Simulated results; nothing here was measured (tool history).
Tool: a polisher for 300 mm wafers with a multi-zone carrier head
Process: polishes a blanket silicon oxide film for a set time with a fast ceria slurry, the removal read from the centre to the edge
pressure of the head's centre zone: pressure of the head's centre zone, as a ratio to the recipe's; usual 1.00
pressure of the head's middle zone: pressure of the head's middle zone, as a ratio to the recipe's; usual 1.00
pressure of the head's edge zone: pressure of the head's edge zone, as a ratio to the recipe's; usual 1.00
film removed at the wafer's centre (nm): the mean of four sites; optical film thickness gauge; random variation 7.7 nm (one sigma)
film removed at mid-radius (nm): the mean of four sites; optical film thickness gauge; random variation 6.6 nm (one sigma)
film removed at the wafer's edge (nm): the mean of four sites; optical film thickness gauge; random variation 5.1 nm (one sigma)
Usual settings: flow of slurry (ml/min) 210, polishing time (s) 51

run     day  flow of slurry (ml/min)  pressure of the head's centre zone  pressure of the head's middle zone  pressure of the head's edge zone  polishing time (s)  incoming thickness of the incoming film, nm  film removed at the wafer's centre (nm)  film removed at mid-radius (nm)  film removed at the wafer's edge (nm)
  1   0.000                      210                                1.00                                1.00                              1.00                  51                                       2018.7                                    672.9                            686.4                                  688.1
  2   1.671                      210                                1.00                                1.00                              0.93                  51                                       2029.9                                    680.0                            677.7                                  658.1
  3   3.025                      245                                1.00                                1.00                              1.00                  56                                       2047.1                                    742.1                            740.0                                  737.5
      3.358  -- worn pad replaced by a new one
  4   5.471                      265                                0.90                                1.00                              1.00                  51                                       2018.5                                    666.8                            740.4                                  751.4
  5   7.746                      210                                0.92                                1.00                              1.07                  51                                       2036.0                                    667.1                            702.6                                  745.1
  6   9.350                      210                                1.00                                1.00                              1.00                  51                                       1979.7                                    692.3                            701.1                                  706.7
     11.238  -- slurry nozzle cleaned
  7  11.750                      255                                1.00                                1.00                              1.04                  51                                       2015.8                                    712.7                            702.3                                  724.2
  8  13.062                      210                                1.00                                0.92                              1.00                  59                                       2006.5                                    803.3                            756.6                                  808.3
  9  15.504                      255                                1.00                                1.00                              1.04                  51                                       2025.2                                    693.3                            698.8                                  705.4
     18.104  -- carrier head's membrane replaced by a new one
     18.808  -- edge zone pressure recalibrated
     23.012  -- worn pad replaced by a new one
 10  23.479                      210                                0.93                                1.11                              1.00                  51                                       2014.0                                    675.8                            796.9                                  745.7
     24.017  -- centre zone pressure recalibrated
 11  26.012                      210                                1.00                                1.00                              0.97                  34                                       2042.0                                    505.7                            480.3                                  482.0
 12  27.271                      270                                1.00                                1.00                              1.00                  39                                       2012.7                                    580.6                            561.3                                  564.9
 13  29.754                      210                                1.00                                1.00                              1.00                  41                                       2002.4                                    589.5                            568.0                                  578.0
 14  32.000                      280                                1.00                                1.00                              1.11                  51                                       2024.3                                    746.9                            713.3                                  764.5
 15  34.154                      145                                0.91                                0.91                              1.00                  51                                       2049.7                                    627.9                            617.7                                  683.5
 16  35.938                      210                                1.00                                1.00                              1.00                  51                                       2045.5                                    705.2                            681.5                                  689.9
 17  38.646                      210                                1.00                                0.96                              1.00                  51                                       2012.0                                    692.7                            650.9                                  688.1
     38.858  -- carrier head's membrane replaced by a new one
 18  41.133                      210                                1.00                                1.00                              1.00                  36                                       2023.0                                    471.5                            470.0                                  473.9
     41.658  -- worn pad replaced by a new one
     43.292  -- slurry nozzle cleaned
 19  43.829                      210                                1.00                                0.96                              1.00                  51                                       2025.0                                    739.4                            695.6                                  734.4
 20  46.121                      265                                1.00                                0.95                              1.00                  60                                       1994.4                                    859.2                            821.6                                  862.2
 21  48.375                      235                                1.00                                0.95                              1.00                  51                                       2016.8                                    731.9                            679.4                                  720.1
 22  49.608                      235                                1.00                                1.10                              1.08                  36                                       1997.6                                    512.0                            533.4                                  529.8

Forecast each of these 4 alternatives for the next run:
  A  49.625                      210                                1.00                                1.00                              1.00                  51                                       1984.1                                        ?                                ?                                      ?
  B  49.625                      210                                0.90                                1.00                              1.06                  51                                       1984.1                                        ?                                ?                                      ?
  C  49.625                      210                                1.00                                0.90                              0.92                  35                                       1984.1                                        ?                                ?                                      ?
  D  49.625                      230                                1.00                                1.00                              0.96                  51                                       1984.1                                        ?                                ?                                      ?

run  film removed at the wafer's centre (nm)  film removed at mid-radius (nm)  film removed at the wafer's edge (nm)
  A                                    712.9                            695.5                                  707.3
  B                                    646.6                            695.8                                  727.5
  C                                    488.9                            440.8                                  467.5
  D                                    719.8                            701.5                                  698.3
Without the tool's hidden state the same runs would have given:
run  film removed at the wafer's centre (nm)  film removed at mid-radius (nm)  film removed at the wafer's edge (nm)
  A                                    771.6                            728.6                                  741.1
  B                                    700.0                            728.9                                  762.3
  C                                    529.2                            461.8                                  489.8
  D                                    779.0                            734.9                                  731.6

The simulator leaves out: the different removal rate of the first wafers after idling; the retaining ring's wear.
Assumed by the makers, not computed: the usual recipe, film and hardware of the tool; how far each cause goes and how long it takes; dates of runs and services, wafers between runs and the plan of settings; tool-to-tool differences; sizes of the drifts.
